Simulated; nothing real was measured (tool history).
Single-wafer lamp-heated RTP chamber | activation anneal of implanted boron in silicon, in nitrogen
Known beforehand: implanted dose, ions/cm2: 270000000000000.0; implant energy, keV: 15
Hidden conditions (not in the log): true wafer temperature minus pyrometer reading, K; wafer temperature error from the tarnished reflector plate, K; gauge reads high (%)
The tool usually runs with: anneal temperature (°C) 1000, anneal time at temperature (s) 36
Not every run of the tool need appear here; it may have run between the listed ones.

run	hour	anneal temperature (°C)	anneal time at temperature (s)	wafers since the last listed run	wafers since the last pyrometer calibration	wafers since the reflector plate was cleaned	hours since the gauge calibration	read-back reference wafer on the same gauge, sheet resistance	sheet resistance of the implanted and annealed layer (ohm/square)
1	0.0	1000	36	0	261	6155	92.9	357.98	384.52
2	23.9	1000	36	261	522	6416	116.8	357.98	384.19
3	39.7	1000	36	172	695	6588	132.6	358.03	384.72
4	64.3	1000	36	268	964	6857	157.2	357.99	384.61
5	93.1	1000	36	314	1278	7172	186.0	358.04	384.12
6	118.0	1000	36	272	1550	7444	210.9	358.08	383.42
7	134.5	1010	30	180	1731	7624	227.4	358.02	382.37
8	157.9	1010	30	255	1986	7880	250.8	357.94	382.75
9	192.2	1010	30	374	2361	8255	285.1	358.01	382.76
10	228.1	1000	36	392	2753	8647	321.0	357.94	384.07
11	263.2	1000	36	383	3137	9031	356.1	358.04	383.71
12	316.9	1000	36	586	3724	9618	409.8	358.07	382.52
13	330.4	984	36	147	3871	9765	423.3	358.04	387.11
14	350.5	1000	36	219	4091	9985	443.4	357.92	382.67
15	375.9	1000	36	277	4369	10262	468.8	358.12	383.17
16	407.9	1028	36	349	4718	10612	500.8	358.12	379.76
17	439.3	1000	20	343	5061	10955	532.2	358.23	384.60
18	466.6	1000	57	298	5360	11253	559.5	357.88	380.46
19	496.1	1020	55	322	5682	11576	589.0	358.19	379.24
# hour 513.4: gauge calibrated
20	513.4	1000	36	189	5871	11765	0.0	358.00	381.65
# hour 529.5: pyrometer window cleaned and pyrometer calibrated
21	531.8	979	17	113	24	11878	18.4	358.00	401.49
# hour 541.3: reflector plate cleaned
22	548.4	1000	29	93	118	78	35.0	357.86	386.12
23	582.7	1000	36	374	493	452	69.3	358.09	384.96
24	605.1	1000	36	244	738	697	91.7	358.17	384.28
25	628.0	1020	55	250	988	947	114.6	358.02	379.48
26	657.5	1017	20	322	1310	1270	144.1	357.94	382.82
27	673.7	1000	43	177	1487	1447	160.3	358.02	382.88
28	697.7	976	17	262	1750	1709	184.3	357.94	400.96
29	714.8	1011	15	186	1936	1896	201.4	357.87	383.86
30	739.2	1000	36	266	2203	2163	225.8	358.20	383.95
31	763.3	1000	51	263	2466	2426	249.9	358.03	382.51
32	775.8	1012	58	136	2603	2562	262.4	358.04	378.48
33	804.9	989	57	317	2921	2880	291.5	358.00	384.47
34	834.4	1000	36	322	3243	3203	321.0	358.01	383.53
35	855.9	1000	36	234	3478	3438	342.5	357.97	383.91
36	890.0	1000	36	372	3851	3810	376.6	358.17	382.70
37	922.7	1000	36	357	4208	4168	409.3	357.94	382.33

4 ways to go on from here, each from the tool as it stands after run 37. What would each give?
A	923.1	1000	36	4	4213	4172	409.7	?	?
B	923.1	992	19	4	4213	4172	409.7	?	?
C	923.1	986	29	4	4213	4172	409.7	?	?
D	923.1	987	26	4	4213	4172	409.7	?	?

run	read-back reference wafer on the same gauge, sheet resistance	sheet resistance of the implanted and annealed layer (ohm/square)
A	357.84	383.65
B	357.84	388.10
C	357.84	388.54
D	357.84	388.65
Take away the tool's hidden state, keep each run's random variation, and the runs would have read:
run	sheet resistance of the implanted and annealed layer (ohm/square)
A	385.71
B	392.05
C	392.99
D	393.09

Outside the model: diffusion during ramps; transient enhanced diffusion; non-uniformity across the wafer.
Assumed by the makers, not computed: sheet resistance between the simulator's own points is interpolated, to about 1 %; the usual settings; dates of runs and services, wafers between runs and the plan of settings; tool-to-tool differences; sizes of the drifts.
